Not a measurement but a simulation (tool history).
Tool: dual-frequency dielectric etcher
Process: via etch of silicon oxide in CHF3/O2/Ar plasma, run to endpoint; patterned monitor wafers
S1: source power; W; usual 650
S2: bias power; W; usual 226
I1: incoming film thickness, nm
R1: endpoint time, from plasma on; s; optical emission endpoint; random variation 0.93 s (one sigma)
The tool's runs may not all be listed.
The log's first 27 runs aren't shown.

run	day	S1	S2	I1	R1
28	51.146	520	210	697.7	370.4
29	52.408	760	261	703.5	270.5
30	55.217	650	226	697.2	310.9
31	57.429	650	175	696.4	340.1
32	60.092	650	226	696.1	307.5
33	62.571	770	282	698.0	257.2
34	63.962	650	226	700.4	309.5
35	65.425	650	226	698.5	309.3

Forecast each of these 4 alternatives for the next run:
A	65.446	650	266	689.4	?
B	65.446	800	266	689.4	?
C	65.446	520	260	689.4	?
D	65.446	650	205	689.4	?

run	R1
A	287.9
B	255.9
C	335.4
D	317.7
Without the tool's hidden state the same runs would have given:
run	R1
A	289.8
B	257.6
C	337.6
D	319.6
